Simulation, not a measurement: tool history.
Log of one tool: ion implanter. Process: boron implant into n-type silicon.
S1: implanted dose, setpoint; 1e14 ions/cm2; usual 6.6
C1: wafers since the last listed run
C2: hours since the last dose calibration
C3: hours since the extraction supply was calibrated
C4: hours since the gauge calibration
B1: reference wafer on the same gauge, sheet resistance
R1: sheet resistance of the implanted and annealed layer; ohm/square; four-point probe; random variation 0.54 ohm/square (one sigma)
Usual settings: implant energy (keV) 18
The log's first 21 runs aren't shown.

run 22 hour=1431.4 | S1=7.27 implant_energy_(keV)=24 | C1=957 C2=87.7 C3=1165.1 C4=226.1 | B1=151.97 | R1=152.32
run 23 hour=1518 | S1=5.9 implant_energy_(keV)=15.5 | C1=1109 C2=174.3 C3=1251.7 C4=312.7 | B1=151.99 | R1=190.28
run 24 hour=1608.6 | S1=7.73 implant_energy_(keV)=18 | C1=1160 C2=264.9 C3=1342.3 C4=403.3 | B1=152.06 | R1=148.75
run 25 hour=1713.5 | S1=7.48 implant_energy_(keV)=12.5 | C1=1343 C2=369.8 C3=1447.2 C4=508.2 | B1=151.85 | R1=157.49
run 26 hour=1779.5 | S1=5.35 implant_energy_(keV)=14 | C1=845 C2=435.8 C3=1513.2 C4=574.2 | B1=151.99 | R1=207.01
run 27 hour=1831.4 | S1=4.76 implant_energy_(keV)=18 | C1=664 C2=487.7 C3=1565.1 C4=626.1 | B1=152.07 | R1=222.35
-- hour=1910.9 Faraday cup replaced and dose calibrated
-- hour=2083.8 extraction supply calibrated
run 28 hour=2120 | S1=6.08 implant_energy_(keV)=24 | C1=3491 C2=209.1 C3=36.2 C4=914.7 | B1=151.91 | R1=177.75
run 29 hour=2157.8 | S1=6.6 implant_energy_(keV)=18 | C1=484 C2=246.9 C3=74 C4=952.5 | B1=152.09 | R1=170.09
run 30 hour=2247 | S1=6.6 implant_energy_(keV)=18 | C1=1142 C2=336.1 C3=163.2 C4=1041.7 | B1=152.14 | R1=170.67
run 31 hour=2321.5 | S1=6.6 implant_energy_(keV)=18 | C1=954 C2=410.6 C3=237.7 C4=1116.2 | B1=152.08 | R1=170.9
run 32 hour=2369.6 | S1=6.6 implant_energy_(keV)=18 | C1=615 C2=458.7 C3=285.8 C4=1164.3 | B1=152.04 | R1=169.85
run 33 hour=2459.5 | S1=6.6 implant_energy_(keV)=12.5 | C1=1151 C2=548.6 C3=375.7 C4=1254.2 | B1=152.02 | R1=176.81
-- hour=2493.8 Faraday cup replaced and dose calibrated
run 34 hour=2515.6 | S1=6.6 implant_energy_(keV)=18 | C1=615 C2=21.8 C3=431.8 C4=1310.3 | B1=152.08 | R1=170.5
run 35 hour=2587.3 | S1=6.6 implant_energy_(keV)=21 | C1=918 C2=93.5 C3=503.5 C4=1382 | B1=152 | R1=167.26
run 36 hour=2671 | S1=4.75 implant_energy_(keV)=20.5 | C1=1071 C2=177.2 C3=587.2 C4=1465.7 | B1=151.82 | R1=220.81
run 37 hour=2730.8 | S1=7.6 implant_energy_(keV)=20 | C1=765 C2=237 C3=647 C4=1525.5 | B1=151.86 | R1=149.31

Forecast each of these 3 alternatives for the next run:
run A hour=2731.2 | S1=6.6 implant_energy_(keV)=18 | C1=5 C2=237.4 C3=647.4 C4=1525.9 | B1=? | R1=?
run B hour=2731.2 | S1=6.6 implant_energy_(keV)=13.5 | C1=5 C2=237.4 C3=647.4 C4=1525.9 | B1=? | R1=?
run C hour=2731.2 | S1=8.13 implant_energy_(keV)=24 | C1=5 C2=237.4 C3=647.4 C4=1525.9 | B1=? | R1=?

run=A B1=151.91 R1=169.71
run=B B1=151.91 R1=174.2
run=C B1=151.91 R1=138.01
Without the tool's hidden state the same runs would have given:
run=A R1=169.71
run=B R1=174.2
run=C R1=138.01
